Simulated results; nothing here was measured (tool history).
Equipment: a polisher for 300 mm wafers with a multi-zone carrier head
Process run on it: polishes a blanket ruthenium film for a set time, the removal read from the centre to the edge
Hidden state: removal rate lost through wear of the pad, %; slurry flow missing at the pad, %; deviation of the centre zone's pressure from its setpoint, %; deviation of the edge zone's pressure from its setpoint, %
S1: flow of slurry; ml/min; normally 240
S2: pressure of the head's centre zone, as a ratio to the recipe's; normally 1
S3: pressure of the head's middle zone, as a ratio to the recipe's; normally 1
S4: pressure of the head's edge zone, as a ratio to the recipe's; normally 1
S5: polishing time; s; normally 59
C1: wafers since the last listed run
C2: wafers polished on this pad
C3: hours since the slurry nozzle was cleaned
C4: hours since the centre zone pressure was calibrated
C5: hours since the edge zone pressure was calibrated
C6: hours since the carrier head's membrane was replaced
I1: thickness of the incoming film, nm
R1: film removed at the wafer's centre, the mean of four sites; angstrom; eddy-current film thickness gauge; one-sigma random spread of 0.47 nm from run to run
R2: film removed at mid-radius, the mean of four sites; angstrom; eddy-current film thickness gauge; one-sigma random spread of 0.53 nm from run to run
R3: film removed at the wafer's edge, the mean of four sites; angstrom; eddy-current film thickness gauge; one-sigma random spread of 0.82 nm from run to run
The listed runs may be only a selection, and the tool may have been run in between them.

run	hour	S1	S2	S3	S4	S5	C1	C2	C3	C4	C5	C6	I1	R1	R2	R3
1	0	240	1	1	1	59	0	1345	178.6	0.4	119.1	918.4	429.7	545	541	566
2	27.5	240	1	1	1	59	220	1566	206.1	27.9	146.6	945.9	429.1	548	540	539
# hour 39.4: worn pad replaced by a new one
3	175.6	240	1	1	1	59	1157	1093	354.2	176	294.7	1094	428.1	514	529	546
# hour 271: carrier head's membrane replaced by a new one
# hour 279.9: slurry nozzle cleaned
# hour 293.9: worn pad replaced by a new one
4	304.5	240	1	1	1	59	954	84	24.6	304.9	423.6	33.5	431.4	535	564	584
5	338.1	240	1	1	1	59	269	354	58.2	338.5	457.2	67.1	438	538	555	570
6	372.5	240	1	1	1	59	276	631	92.6	372.9	491.6	101.5	432.6	526	554	563
7	426.1	240	1	1	1	70	430	1061	146.2	426.5	545.2	155.1	425.3	614	656	663
8	483.6	240	1	1	1	70	461	1523	203.7	484	602.7	212.6	430.2	602	629	649
# hour 537.7: worn pad replaced by a new one
9	539.2	240	1	1	1	70	414	11	259.3	539.6	658.3	268.2	432.8	595	633	662
10	579.1	240	1	1	1	59	320	332	299.2	579.5	698.2	308.1	427.8	498	532	558
11	610.1	240	1	1	1	59	248	581	330.2	610.5	729.2	339.1	434.5	497	527	545
# hour 619.2: centre zone pressure recalibrated
12	672.5	285	1.09	1	0.93	42	485	1066	392.6	53.3	791.6	401.5	428.9	416	387	388
13	706.5	240	0.92	0.93	1.03	59	273	1339	426.6	87.3	825.6	435.5	429.1	469	496	562
# hour 754.8: slurry nozzle cleaned
# hour 758.1: worn pad replaced by a new one
14	758.6	240	1	1.11	1	59	383	3	3.8	139.4	877.7	487.6	428.3	548	621	572
# hour 791: edge zone pressure recalibrated
15	800.9	240	1	1	1	59	323	327	46.1	181.7	9.9	529.9	429.2	540	555	581
16	854.9	240	0.91	0.94	1	52	433	761	100.1	235.7	63.9	583.9	427.2	420	456	507
17	908.1	240	1	1	1	59	427	1188	153.3	288.9	117.1	637.1	436.8	512	542	558
18	979.5	240	1.07	0.9	1.03	59	573	1761	224.7	360.3	188.5	708.5	430.2	534	485	561
# hour 985.7: worn pad replaced by a new one
19	1005.9	240	1	1	1.04	59	179	162	251.1	386.7	214.9	734.9	433.7	498	522	567
20	1035.3	240	1	1	1	42	236	398	280.5	416.1	244.3	764.3	433.2	350	375	400
21	1066	185	1	0.89	0.93	70	246	645	311.2	446.8	275	795	433.6	536	543	619

Branching from run 21: 5 alternative next runs. What would each branch give?
A	1066.4	240	1	1	1	59	3	648	311.6	447.2	275.4	795.4	427	?	?	?
B	1066.4	240	1	1	1	41	3	648	311.6	447.2	275.4	795.4	427	?	?	?
C	1066.4	265	1	1	1.12	59	3	648	311.6	447.2	275.4	795.4	427	?	?	?
D	1066.4	170	1	0.97	0.97	40	3	648	311.6	447.2	275.4	795.4	427	?	?	?
E	1066.4	170	1.05	1	1.06	51	3	648	311.6	447.2	275.4	795.4	427	?	?	?

run	R1	R2	R3
A	491	536	549
B	341	373	381
C	502	547	584
D	300	324	345
E	402	423	456
With the hidden condition removed and each run's random variation left untouched, the same runs would have given:
run	R1	R2	R3
A	575	579	581
B	400	402	403
C	583	586	615
D	366	362	373
E	490	472	493

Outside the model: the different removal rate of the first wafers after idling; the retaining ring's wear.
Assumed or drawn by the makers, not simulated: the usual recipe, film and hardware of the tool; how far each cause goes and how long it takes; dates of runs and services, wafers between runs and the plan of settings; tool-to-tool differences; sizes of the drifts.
